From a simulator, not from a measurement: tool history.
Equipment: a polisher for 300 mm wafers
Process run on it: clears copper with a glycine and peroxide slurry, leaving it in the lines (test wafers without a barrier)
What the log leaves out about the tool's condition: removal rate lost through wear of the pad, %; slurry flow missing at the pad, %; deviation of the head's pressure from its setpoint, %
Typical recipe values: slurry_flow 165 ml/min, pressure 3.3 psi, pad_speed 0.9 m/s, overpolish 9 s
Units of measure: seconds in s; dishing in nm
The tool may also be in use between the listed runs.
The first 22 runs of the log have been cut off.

| run | hour | slurry_flow | pressure | pad_speed | overpolish | wafers since the last listed run | wafers polished on this pad | hours since the slurry nozzle was cleaned | hours since the head pressure was calibrated | incoming thickness of the incoming film, nm | seconds | dishing |
|---|---|---|---|---|---|---|---|---|---|---|---|---|
| 23 | 1102 | 165 | 4.2 | 0.9 | 7 | 370 | 1787 | 99.8 | 1067.8 | 743.7 | 114.7 | 32.7 |
| 24 | 1152.8 | 220 | 3.3 | 0.9 | 5 | 353 | 2141 | 150.6 | 1118.6 | 733.2 | 135.4 | 20 |
| 25 | 1197.3 | 115 | 2.4 | 0.9 | 5 | 309 | 2450 | 195.1 | 1163.1 | 740.8 | 194 | 13.9 |
| 26 | 1267.3 | 165 | 3.3 | 0.9 | 9 | 486 | 2937 | 265.1 | 1233.1 | 729.4 | 139.9 | 33.8 |
|  | 1321.4 | head pressure recalibrated |
| 27 | 1326 | 165 | 3.3 | 0.9 | 9 | 394 | 3332 | 323.8 | 4.6 | 746.7 | 140.8 | 32.3 |
|  | 1396 | worn pad replaced by a new one |
| 28 | 1396.5 | 125 | 3.3 | 0.9 | 11 | 462 | 3 | 394.3 | 75.1 | 746.5 | 147.2 | 38.2 |
|  | 1433.7 | slurry nozzle cleaned |
| 29 | 1447.9 | 135 | 4 | 1.1 | 5 | 350 | 354 | 14.2 | 126.5 | 733.1 | 105.5 | 24.7 |
| 30 | 1518 | 165 | 3.3 | 0.9 | 6 | 487 | 841 | 84.3 | 196.6 | 726.8 | 141.8 | 23.1 |
| 31 | 1543.4 | 220 | 2.5 | 1 | 11 | 176 | 1018 | 109.7 | 222 | 740.2 | 156.6 | 34.1 |
| 32 | 1740.3 | 165 | 3.3 | 0.8 | 9 | 1369 | 2388 | 306.6 | 418.9 | 746.6 | 150.8 | 31.7 |
| 33 | 1790.1 | 165 | 3.3 | 0.9 | 9 | 346 | 2734 | 356.4 | 468.7 | 741.3 | 141 | 31.1 |

Predict each of these 5 candidate next runs independently; none follows another, all start after run 33:
| A | 1790.6 | 165 | 3.3 | 0.76 | 9 | 3 | 2738 | 356.9 | 469.2 | 742.1 | ? | ? |
| B | 1790.6 | 165 | 2.9 | 1.1 | 9 | 3 | 2738 | 356.9 | 469.2 | 742.1 | ? | ? |
| C | 1790.6 | 145 | 3.3 | 0.9 | 9 | 3 | 2738 | 356.9 | 469.2 | 742.1 | ? | ? |
| D | 1790.6 | 150 | 3.9 | 0.74 | 9 | 3 | 2738 | 356.9 | 469.2 | 742.1 | ? | ? |
| E | 1790.6 | 215 | 3.3 | 0.9 | 4 | 3 | 2738 | 356.9 | 469.2 | 742.1 | ? | ? |

| run | seconds | dishing |
|---|---|---|
| A | 156.1 | 31.4 |
| B | 136.3 | 35.3 |
| C | 142.7 | 34 |
| D | 140.2 | 34.7 |
| E | 135.5 | 16.8 |
With no hidden state in the tool, these same runs would have given:
| run | seconds | dishing |
|---|---|---|
| A | 156.1 | 31.4 |
| B | 136.3 | 35.3 |
| C | 142.7 | 34 |
| D | 140.2 | 34.7 |
| E | 135.5 | 16.8 |

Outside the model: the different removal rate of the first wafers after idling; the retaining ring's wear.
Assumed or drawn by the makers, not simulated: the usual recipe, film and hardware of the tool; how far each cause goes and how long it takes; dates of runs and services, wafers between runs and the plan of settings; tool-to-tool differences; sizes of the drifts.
